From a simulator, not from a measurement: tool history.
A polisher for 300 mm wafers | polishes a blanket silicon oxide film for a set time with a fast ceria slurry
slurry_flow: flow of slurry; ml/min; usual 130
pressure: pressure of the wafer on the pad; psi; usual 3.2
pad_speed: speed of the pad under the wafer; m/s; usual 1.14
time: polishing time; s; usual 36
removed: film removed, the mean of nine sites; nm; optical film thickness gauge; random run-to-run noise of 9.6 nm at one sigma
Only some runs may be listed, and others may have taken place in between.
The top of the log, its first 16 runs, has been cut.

run    hour  slurry_flow  pressure  pad_speed  time  incoming thickness of the incoming film, nm  removed
 17   755.9          150       3.2       1.14    41                                       2572.6    849.0
 18   827.0          130       4.1       0.86    48                                       2493.9    861.7
 19   871.8          155       4.1       1.14    36                                       2504.3    850.8
      909.3  -- worn pad replaced by a new one
 20   938.9          170       2.8       1.14    31                                       2600.6    688.9
 21   971.5          130       3.7       0.96    36                                       2534.8    727.3
 22  1013.3          140       2.6       1.30    42                                       2577.7    928.6
 23  1047.6          130       3.9       0.94    42                                       2513.0    821.2
     1055.0  -- slurry nozzle cleaned
     1080.8  -- head pressure recalibrated
 24  1112.8          130       3.2       0.86    29                                       2528.7    484.4
 25  1159.0          155       3.2       1.14    36                                       2584.7    777.1
 26  1225.7          100       3.2       1.14    25                                       2558.6    451.8
 27  1263.3          130       3.2       1.14    36                                       2578.5    719.2
 28  1315.6          130       3.2       1.14    36                                       2545.0    728.3
     1363.7  -- worn pad replaced by a new one
 29  1364.2          160       3.2       1.00    45                                       2580.1    953.3
 30  1429.9          130       2.6       0.82    36                                       2579.5    560.7
 31  1466.1          130       2.2       0.90    36                                       2542.2    562.7
 32  1536.6          130       3.2       1.24    30                                       2551.7    650.6
     1575.3  -- slurry nozzle cleaned
 33  1585.3          130       3.2       1.14    36                                       2538.7    743.5
     1607.1  -- head pressure recalibrated
 34  1627.3          150       2.4       1.38    40                                       2534.4    863.3
 35  1684.4          130       3.2       1.14    36                                       2571.4    728.0
 36  1755.7          105       2.1       1.52    27                                       2495.3    534.8

What if the next run were any one of these 5? Each begins from the tool's condition after run 36:
  A  1756.1          130       3.2       1.14    36                                       2533.7        ?
  B  1756.1          115       3.2       1.50    49                                       2533.7        ?
  C  1756.1          160       3.6       1.14    23                                       2533.7        ?
  D  1756.1          170       3.2       1.02    47                                       2533.7        ?
  E  1756.1          145       3.5       1.14    36                                       2533.7        ?

run  removed
  A    734.5
  B   1183.7
  C    522.1
  D    943.6
  E    788.4
The same runs, with their run-to-run variation unchanged, on a tool lacking any hidden condition would have given:
run  removed
  A    787.5
  B   1269.0
  C    559.8
  D   1011.7
  E    845.3
